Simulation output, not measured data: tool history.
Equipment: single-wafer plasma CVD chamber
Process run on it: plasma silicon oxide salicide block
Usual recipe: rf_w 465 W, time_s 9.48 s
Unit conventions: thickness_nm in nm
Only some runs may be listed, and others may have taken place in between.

run,day,rf_w,time_s,"read-back reference wafer on the same gauge, thickness_nm",thickness_nm
1,0.000,465,9.48,95.108,82.896
2,0.738,465,9.48,95.275,82.314
3,1.404,465,9.48,95.164,82.878
4,1.688,465,9.48,95.161,81.951
5,2.338,465,9.48,95.072,83.389
6,3.075,465,9.48,95.089,82.806
# day 3.667: RF generator calibrated
# day 4.775: showerhead replaced
7,4.796,465,9.48,95.178,82.393
8,5.458,465,9.48,95.143,82.763
9,5.900,465,9.48,95.103,82.380
10,6.338,465,9.95,95.152,86.338
# day 6.525: gauge calibrated
11,6.775,430,7.59,95.137,64.510

For run 12, what comes out?
12,7.296,465,9.48,?,?

{"run 12": {"read-back reference wafer on the same gauge, thickness_nm": 95.068, "thickness_nm": 82.523}}
On a tool with no hidden condition, and with the same random variation, this run would have come out at thickness_nm 82.523 nm.

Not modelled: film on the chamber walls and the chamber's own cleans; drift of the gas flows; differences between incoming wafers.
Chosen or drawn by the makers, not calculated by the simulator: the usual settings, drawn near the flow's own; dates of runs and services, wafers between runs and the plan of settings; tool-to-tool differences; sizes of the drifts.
